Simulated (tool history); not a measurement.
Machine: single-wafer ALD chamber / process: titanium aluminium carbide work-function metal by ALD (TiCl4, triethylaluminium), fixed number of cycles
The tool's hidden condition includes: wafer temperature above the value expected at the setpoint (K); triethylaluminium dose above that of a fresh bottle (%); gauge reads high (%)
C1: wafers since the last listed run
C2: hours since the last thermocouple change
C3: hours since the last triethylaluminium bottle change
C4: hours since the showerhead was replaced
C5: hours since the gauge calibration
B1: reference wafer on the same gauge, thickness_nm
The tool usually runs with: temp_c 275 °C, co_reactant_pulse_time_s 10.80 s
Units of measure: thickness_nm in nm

run 1 hour=0.0 | temp_c=275 co_reactant_pulse_time_s=10.80 | C1=0 C2=2445.9 C3=851.4 C4=3068.3 C5=136.5 | B1=2.251 | thickness_nm=1.778
run 2 hour=6.5 | temp_c=275 co_reactant_pulse_time_s=10.80 | C1=60 C2=2452.4 C3=857.9 C4=3074.8 C5=143.0 | B1=2.250 | thickness_nm=1.781
run 3 hour=23.5 | temp_c=275 co_reactant_pulse_time_s=10.80 | C1=158 C2=2469.4 C3=874.9 C4=3091.8 C5=160.0 | B1=2.251 | thickness_nm=1.781
run 4 hour=40.4 | temp_c=275 co_reactant_pulse_time_s=10.80 | C1=157 C2=2486.3 C3=891.8 C4=3108.7 C5=176.9 | B1=2.252 | thickness_nm=1.786
run 5 hour=55.9 | temp_c=275 co_reactant_pulse_time_s=10.80 | C1=144 C2=2501.8 C3=907.3 C4=3124.2 C5=192.4 | B1=2.249 | thickness_nm=1.772
run 6 hour=72.0 | temp_c=275 co_reactant_pulse_time_s=10.80 | C1=149 C2=2517.9 C3=923.4 C4=3140.3 C5=208.5 | B1=2.252 | thickness_nm=1.754
run 7 hour=82.2 | temp_c=275 co_reactant_pulse_time_s=10.80 | C1=94 C2=2528.1 C3=933.6 C4=3150.5 C5=218.7 | B1=2.248 | thickness_nm=1.768
run 8 hour=89.0 | temp_c=281 co_reactant_pulse_time_s=10.80 | C1=63 C2=2534.9 C3=940.4 C4=3157.3 C5=225.5 | B1=2.249 | thickness_nm=1.810
-- hour=103.4 thermocouple changed; heater temperature recalibrated
run 9 hour=103.9 | temp_c=281 co_reactant_pulse_time_s=10.80 | C1=64 C2=0.5 C3=955.3 C4=3172.2 C5=240.4 | B1=2.249 | thickness_nm=1.805
run 10 hour=114.4 | temp_c=281 co_reactant_pulse_time_s=10.80 | C1=97 C2=11.0 C3=965.8 C4=3182.7 C5=250.9 | B1=2.250 | thickness_nm=1.802
run 11 hour=122.5 | temp_c=286 co_reactant_pulse_time_s=7.42 | C1=75 C2=19.1 C3=973.9 C4=3190.8 C5=259.0 | B1=2.251 | thickness_nm=1.404

Forecast run 12:
run 12 hour=129.4 | temp_c=260 co_reactant_pulse_time_s=9.48 | C1=64 C2=26.0 C3=980.8 C4=3197.7 C5=265.9 | B1=? | thickness_nm=?

Run 12 yielded B1 2.251, thickness_nm 1.536 nm.
On a tool with no hidden condition, and with the same random variation, this run would have come out at thickness_nm 1.742 nm.
